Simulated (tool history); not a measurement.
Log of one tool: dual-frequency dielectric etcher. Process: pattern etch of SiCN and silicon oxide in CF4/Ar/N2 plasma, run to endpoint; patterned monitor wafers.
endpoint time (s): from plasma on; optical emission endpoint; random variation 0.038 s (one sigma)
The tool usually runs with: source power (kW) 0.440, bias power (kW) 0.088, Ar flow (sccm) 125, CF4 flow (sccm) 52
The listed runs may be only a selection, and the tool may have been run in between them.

run,hour,source power (kW),bias power (kW),Ar flow (sccm),CF4 flow (sccm),"incoming incoming film thickness, nm",endpoint time (s)
1,0.0,0.440,0.088,125,52,10.55,12.7
2,28.8,0.440,0.088,125,52,10.70,12.8
3,50.8,0.520,0.088,125,52,10.61,10.9
4,65.8,0.520,0.088,125,52,10.66,10.9
# hour 95.8: CF4 flow controller replaced
5,97.8,0.440,0.088,146,52,10.57,13.0
6,129.4,0.440,0.088,125,52,10.57,12.7
# hour 158.4: upper electrode replaced
7,158.9,0.440,0.088,125,45,10.58,12.9
8,173.8,0.370,0.088,95,52,10.59,14.2
9,201.5,0.440,0.088,116,52,10.58,12.5
10,235.8,0.440,0.088,125,52,10.74,12.9
# hour 277.4: wet clean of the chamber
# hour 277.6: source power generator calibrated
11,277.9,0.380,0.088,125,52,10.62,14.4
# hour 290.1: Ar flow controller replaced
12,290.6,0.440,0.088,125,52,10.53,12.5
13,301.2,0.440,0.088,125,44,10.58,12.8
14,321.3,0.440,0.088,141,52,10.55,12.7
15,385.6,0.440,0.068,112,52,10.54,13.1
16,420.3,0.380,0.080,137,52,10.52,14.9
17,433.3,0.440,0.097,145,64,10.69,12.2
18,463.4,0.360,0.098,148,57,10.63,14.8
19,479.0,0.410,0.088,125,52,10.59,13.2
20,492.6,0.490,0.088,125,52,10.60,11.2
21,516.7,0.410,0.072,134,40,10.63,14.8
22,529.9,0.440,0.088,125,52,10.60,12.4
23,550.9,0.530,0.088,125,52,10.62,10.4

State the hidden condition of the tool at each of the runs:
bias power that arrives over what is set, %: 0 across all the runs
Ar flow that arrives over what is set, %: 0 across all the runs
CF4 flow that arrives over what is set, %: 0 across all the runs
H1: etch rate over this chamber's usual, %
H2: source power that arrives over what is set, %
run,H1,H2
1,1.77,-3.81
2,1.97,-3.91
3,2.12,-3.98
4,2.23,-4.04
5,2.45,-4.15
6,2.66,-4.27
7,2.87,-4.37
8,2.97,-4.43
9,3.16,-4.53
10,3.39,-4.66
11,-0.449,0.01
12,-0.362,0.00991
13,-0.289,0.00968
14,-0.151,0.00889
15,0.291,0.00321
16,0.529,-0.00186
17,0.619,-0.00412
18,0.826,-0.0101
19,0.933,-0.0136
20,1.03,-0.0169
21,1.19,-0.0233
22,1.28,-0.0271
23,1.43,-0.0335
